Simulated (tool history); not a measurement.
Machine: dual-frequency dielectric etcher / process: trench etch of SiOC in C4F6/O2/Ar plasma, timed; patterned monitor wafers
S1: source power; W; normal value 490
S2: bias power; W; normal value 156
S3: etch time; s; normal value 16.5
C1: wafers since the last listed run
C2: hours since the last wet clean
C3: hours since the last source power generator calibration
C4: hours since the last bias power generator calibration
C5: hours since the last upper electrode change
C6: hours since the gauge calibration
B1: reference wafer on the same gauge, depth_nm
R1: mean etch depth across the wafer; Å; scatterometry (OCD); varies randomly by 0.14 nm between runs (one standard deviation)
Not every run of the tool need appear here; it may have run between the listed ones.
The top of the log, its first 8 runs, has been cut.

{"day": 24.475, "done": "gauge calibrated"}
{"run": 9, "day": 24.775, "S1": 490, "S2": 128, "S3": 16.5, "C1": 466, "C2": 369.0, "C3": 2563.7, "C4": 1124.0, "C5": 1873.6, "C6": 7.2, "B1": 31.76, "R1": 351.4}
{"day": 27.033, "done": "wet clean of the chamber"}
{"run": 10, "day": 27.771, "S1": 440, "S2": 148, "S3": 16.5, "C1": 484, "C2": 17.7, "C3": 2635.6, "C4": 1195.9, "C5": 1945.5, "C6": 79.1, "B1": 31.81, "R1": 332.5}
{"run": 11, "day": 29.317, "S1": 440, "S2": 148, "S3": 16.5, "C1": 375, "C2": 54.8, "C3": 2672.7, "C4": 1233.0, "C5": 1982.6, "C6": 116.2, "B1": 31.78, "R1": 335.9}
{"run": 12, "day": 31.067, "S1": 440, "S2": 148, "S3": 16.5, "C1": 424, "C2": 96.8, "C3": 2714.7, "C4": 1275.0, "C5": 2024.6, "C6": 158.2, "B1": 31.83, "R1": 334.0}
{"day": 32.388, "done": "source power generator calibrated"}
{"day": 34.346, "done": "upper electrode replaced"}
{"run": 13, "day": 34.367, "S1": 420, "S2": 156, "S3": 16.5, "C1": 517, "C2": 176.0, "C3": 47.5, "C4": 1354.2, "C5": 0.5, "C6": 237.4, "B1": 31.8, "R1": 340.7}
{"run": 14, "day": 36.304, "S1": 420, "S2": 156, "S3": 16.5, "C1": 470, "C2": 222.5, "C3": 94.0, "C4": 1400.7, "C5": 47.0, "C6": 283.9, "B1": 31.8, "R1": 343.1}
{"run": 15, "day": 38.875, "S1": 490, "S2": 156, "S3": 16.5, "C1": 623, "C2": 284.2, "C3": 155.7, "C4": 1462.4, "C5": 108.7, "C6": 345.6, "B1": 31.79, "R1": 380.0}
{"day": 41.625, "done": "wet clean of the chamber"}
{"run": 16, "day": 41.646, "S1": 520, "S2": 156, "S3": 16.5, "C1": 429, "C2": 0.5, "C3": 222.2, "C4": 1528.9, "C5": 175.2, "C6": 412.1, "B1": 31.81, "R1": 377.1}
{"run": 17, "day": 42.608, "S1": 490, "S2": 193, "S3": 16.5, "C1": 233, "C2": 23.6, "C3": 245.3, "C4": 1552.0, "C5": 198.3, "C6": 435.2, "B1": 31.82, "R1": 390.5}
{"run": 18, "day": 44.571, "S1": 490, "S2": 128, "S3": 18.0, "C1": 476, "C2": 70.7, "C3": 292.4, "C4": 1599.1, "C5": 245.4, "C6": 482.3, "B1": 31.77, "R1": 381.9}
{"run": 19, "day": 46.146, "S1": 490, "S2": 156, "S3": 16.5, "C1": 382, "C2": 108.5, "C3": 330.2, "C4": 1636.9, "C5": 283.2, "C6": 520.1, "B1": 31.77, "R1": 369.8}
{"run": 20, "day": 47.471, "S1": 490, "S2": 193, "S3": 16.5, "C1": 321, "C2": 140.3, "C3": 362.0, "C4": 1668.7, "C5": 315.0, "C6": 551.9, "B1": 31.82, "R1": 393.1}
{"run": 21, "day": 48.625, "S1": 390, "S2": 137, "S3": 13.0, "C1": 280, "C2": 168.0, "C3": 389.7, "C4": 1696.4, "C5": 342.7, "C6": 579.6, "B1": 31.77, "R1": 246.8}
{"run": 22, "day": 50.508, "S1": 460, "S2": 156, "S3": 16.5, "C1": 457, "C2": 213.2, "C3": 434.9, "C4": 1741.6, "C5": 387.9, "C6": 624.8, "B1": 31.77, "R1": 361.6}
{"day": 52.417, "done": "bias power generator calibrated"}
{"run": 23, "day": 52.458, "S1": 490, "S2": 128, "S3": 18.0, "C1": 432, "C2": 260.0, "C3": 481.7, "C4": 1.0, "C5": 434.7, "C6": 671.6, "B1": 31.79, "R1": 392.1}
{"run": 24, "day": 55.367, "S1": 490, "S2": 156, "S3": 16.5, "C1": 705, "C2": 329.8, "C3": 551.5, "C4": 70.8, "C5": 504.5, "C6": 741.4, "B1": 31.79, "R1": 378.0}
{"run": 25, "day": 56.896, "S1": 540, "S2": 192, "S3": 16.5, "C1": 371, "C2": 366.5, "C3": 588.2, "C4": 107.5, "C5": 541.2, "C6": 778.1, "B1": 31.77, "R1": 421.1}
{"day": 59.658, "done": "wet clean of the chamber"}
{"run": 26, "day": 59.675, "S1": 490, "S2": 173, "S3": 13.0, "C1": 431, "C2": 0.4, "C3": 654.9, "C4": 174.2, "C5": 607.9, "C6": 844.8, "B1": 31.77, "R1": 294.4}
{"run": 27, "day": 62.088, "S1": 430, "S2": 156, "S3": 16.5, "C1": 585, "C2": 58.3, "C3": 712.8, "C4": 232.1, "C5": 665.8, "C6": 902.7, "B1": 31.78, "R1": 341.2}
{"day": 62.733, "done": "gauge calibrated"}
{"run": 28, "day": 64.854, "S1": 440, "S2": 156, "S3": 18.5, "C1": 671, "C2": 124.7, "C3": 779.2, "C4": 298.5, "C5": 732.2, "C6": 50.9, "B1": 31.82, "R1": 389.0}
{"run": 29, "day": 66.171, "S1": 550, "S2": 193, "S3": 16.5, "C1": 319, "C2": 156.3, "C3": 810.8, "C4": 330.1, "C5": 763.8, "C6": 82.5, "B1": 31.83, "R1": 418.9}
{"run": 30, "day": 68.142, "S1": 580, "S2": 169, "S3": 16.5, "C1": 478, "C2": 203.6, "C3": 858.1, "C4": 377.4, "C5": 811.1, "C6": 129.8, "B1": 31.77, "R1": 418.0}

Forecast each of these 3 alternatives for the next run:
{"run": "A", "day": 68.158, "S1": 490, "S2": 156, "S3": 16.5, "C1": 4, "C2": 204.0, "C3": 858.5, "C4": 377.8, "C5": 811.5, "C6": 130.2, "B1": "?", "R1": "?"}
{"run": "B", "day": 68.158, "S1": 490, "S2": 156, "S3": 12.5, "C1": 4, "C2": 204.0, "C3": 858.5, "C4": 377.8, "C5": 811.5, "C6": 130.2, "B1": "?", "R1": "?"}
{"run": "C", "day": 68.158, "S1": 420, "S2": 182, "S3": 21.5, "C1": 4, "C2": 204.0, "C3": 858.5, "C4": 377.8, "C5": 811.5, "C6": 130.2, "B1": "?", "R1": "?"}

run=A B1=31.81 R1=370.4
run=B B1=31.81 R1=280.6
run=C B1=31.81 R1=458.8
Without the tool's unlogged condition, the same runs would have read:
run=A R1=364.8
run=B R1=276.3
run=C R1=451.9

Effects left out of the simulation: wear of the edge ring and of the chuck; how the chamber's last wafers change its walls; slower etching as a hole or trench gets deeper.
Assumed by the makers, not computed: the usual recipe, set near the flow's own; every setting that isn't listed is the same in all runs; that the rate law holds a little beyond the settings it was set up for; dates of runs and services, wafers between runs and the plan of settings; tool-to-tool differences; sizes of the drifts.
